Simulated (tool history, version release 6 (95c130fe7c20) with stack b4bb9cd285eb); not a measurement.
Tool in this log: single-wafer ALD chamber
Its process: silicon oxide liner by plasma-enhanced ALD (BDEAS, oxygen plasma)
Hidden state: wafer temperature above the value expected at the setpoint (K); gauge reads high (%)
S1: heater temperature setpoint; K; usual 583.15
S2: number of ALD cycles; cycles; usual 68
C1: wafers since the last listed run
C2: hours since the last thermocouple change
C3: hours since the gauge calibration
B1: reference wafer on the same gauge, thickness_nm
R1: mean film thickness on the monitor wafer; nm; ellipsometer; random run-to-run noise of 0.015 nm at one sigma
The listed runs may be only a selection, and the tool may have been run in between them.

{"run": 1, "day": 0.0, "S1": 583.15, "S2": 63, "C1": 0, "C2": 1275.1, "C3": 447.3, "B1": 6.578, "R1": 5.682}
{"run": 2, "day": 1.658, "S1": 583.15, "S2": 63, "C1": 124, "C2": 1314.9, "C3": 487.1, "B1": 6.572, "R1": 5.719}
{"run": 3, "day": 3.217, "S1": 583.15, "S2": 63, "C1": 116, "C2": 1352.3, "C3": 524.5, "B1": 6.579, "R1": 5.704}
{"run": 4, "day": 5.05, "S1": 583.15, "S2": 68, "C1": 137, "C2": 1396.3, "C3": 568.5, "B1": 6.585, "R1": 6.129}
{"run": 5, "day": 7.092, "S1": 583.15, "S2": 68, "C1": 152, "C2": 1445.3, "C3": 617.5, "B1": 6.592, "R1": 6.143}
{"run": 6, "day": 8.938, "S1": 583.15, "S2": 68, "C1": 138, "C2": 1489.6, "C3": 661.8, "B1": 6.595, "R1": 6.166}
{"run": 7, "day": 10.325, "S1": 583.15, "S2": 68, "C1": 103, "C2": 1522.9, "C3": 695.1, "B1": 6.593, "R1": 6.14}
{"run": 8, "day": 11.604, "S1": 583.15, "S2": 68, "C1": 95, "C2": 1553.6, "C3": 725.8, "B1": 6.598, "R1": 6.15}
{"run": 9, "day": 13.55, "S1": 583.15, "S2": 68, "C1": 145, "C2": 1600.3, "C3": 772.5, "B1": 6.599, "R1": 6.143}
{"run": 10, "day": 15.446, "S1": 583.15, "S2": 68, "C1": 141, "C2": 1645.8, "C3": 818.0, "B1": 6.6, "R1": 6.165}
{"run": 11, "day": 18.15, "S1": 583.15, "S2": 68, "C1": 202, "C2": 1710.7, "C3": 882.9, "B1": 6.589, "R1": 6.178}
{"run": 12, "day": 20.238, "S1": 583.15, "S2": 68, "C1": 156, "C2": 1760.8, "C3": 933.0, "B1": 6.601, "R1": 6.148}
{"day": 20.671, "done": "thermocouple changed; heater temperature recalibrated"}
{"day": 21.112, "done": "gauge calibrated"}
{"run": 13, "day": 22.833, "S1": 583.15, "S2": 68, "C1": 169, "C2": 51.9, "C3": 41.3, "B1": 6.502, "R1": 6.072}
{"run": 14, "day": 25.254, "S1": 583.15, "S2": 68, "C1": 181, "C2": 110.0, "C3": 99.4, "B1": 6.518, "R1": 6.082}
{"run": 15, "day": 29.892, "S1": 569.15, "S2": 68, "C1": 346, "C2": 221.3, "C3": 210.7, "B1": 6.542, "R1": 6.307}
{"run": 16, "day": 31.088, "S1": 591.15, "S2": 77, "C1": 89, "C2": 250.0, "C3": 239.4, "B1": 6.551, "R1": 6.855}
{"run": 17, "day": 33.658, "S1": 568.15, "S2": 77, "C1": 192, "C2": 311.7, "C3": 301.1, "B1": 6.566, "R1": 7.237}
{"run": 18, "day": 34.938, "S1": 589.15, "S2": 76, "C1": 95, "C2": 342.4, "C3": 331.8, "B1": 6.572, "R1": 6.804}
{"run": 19, "day": 37.408, "S1": 593.15, "S2": 75, "C1": 184, "C2": 401.7, "C3": 391.1, "B1": 6.575, "R1": 6.64}
{"run": 20, "day": 39.421, "S1": 583.15, "S2": 72, "C1": 150, "C2": 450.0, "C3": 439.4, "B1": 6.587, "R1": 6.521}
{"run": 21, "day": 42.0, "S1": 595.15, "S2": 76, "C1": 192, "C2": 511.9, "C3": 501.3, "B1": 6.591, "R1": 6.734}
{"run": 22, "day": 43.796, "S1": 583.15, "S2": 68, "C1": 134, "C2": 555.0, "C3": 544.4, "B1": 6.589, "R1": 6.196}
{"run": 23, "day": 46.421, "S1": 568.15, "S2": 77, "C1": 196, "C2": 618.0, "C3": 607.4, "B1": 6.599, "R1": 7.25}
{"run": 24, "day": 49.35, "S1": 583.15, "S2": 59, "C1": 219, "C2": 688.3, "C3": 677.7, "B1": 6.607, "R1": 5.324}
{"run": 25, "day": 51.558, "S1": 583.15, "S2": 68, "C1": 165, "C2": 741.3, "C3": 730.7, "B1": 6.6, "R1": 6.18}
{"run": 26, "day": 53.529, "S1": 583.15, "S2": 68, "C1": 147, "C2": 788.6, "C3": 778.0, "B1": 6.596, "R1": 6.19}
{"run": 27, "day": 55.162, "S1": 589.15, "S2": 74, "C1": 122, "C2": 827.8, "C3": 817.2, "B1": 6.611, "R1": 6.627}
{"day": 59.783, "done": "gauge calibrated"}
{"run": 28, "day": 62.425, "S1": 573.15, "S2": 62, "C1": 543, "C2": 1002.1, "C3": 63.4, "B1": 6.468, "R1": 5.597}

Here are 3 independent what-if runs from the current tool condition. What would each one return?
{"run": "A", "day": 62.446, "S1": 583.15, "S2": 68, "C1": 1, "C2": 1002.6, "C3": 63.9, "B1": "?", "R1": "?"}
{"run": "B", "day": 62.446, "S1": 596.15, "S2": 64, "C1": 1, "C2": 1002.6, "C3": 63.9, "B1": "?", "R1": "?"}
{"run": "C", "day": 62.446, "S1": 571.15, "S2": 74, "C1": 1, "C2": 1002.6, "C3": 63.9, "B1": "?", "R1": "?"}

run=A B1=6.469 R1=6.078
run=B B1=6.469 R1=5.602
run=C B1=6.469 R1=6.793
Stripped of hidden state, with their random variation kept, the same runs would have yielded:
run=A R1=6.071
run=B R1=5.596
run=C R1=6.785
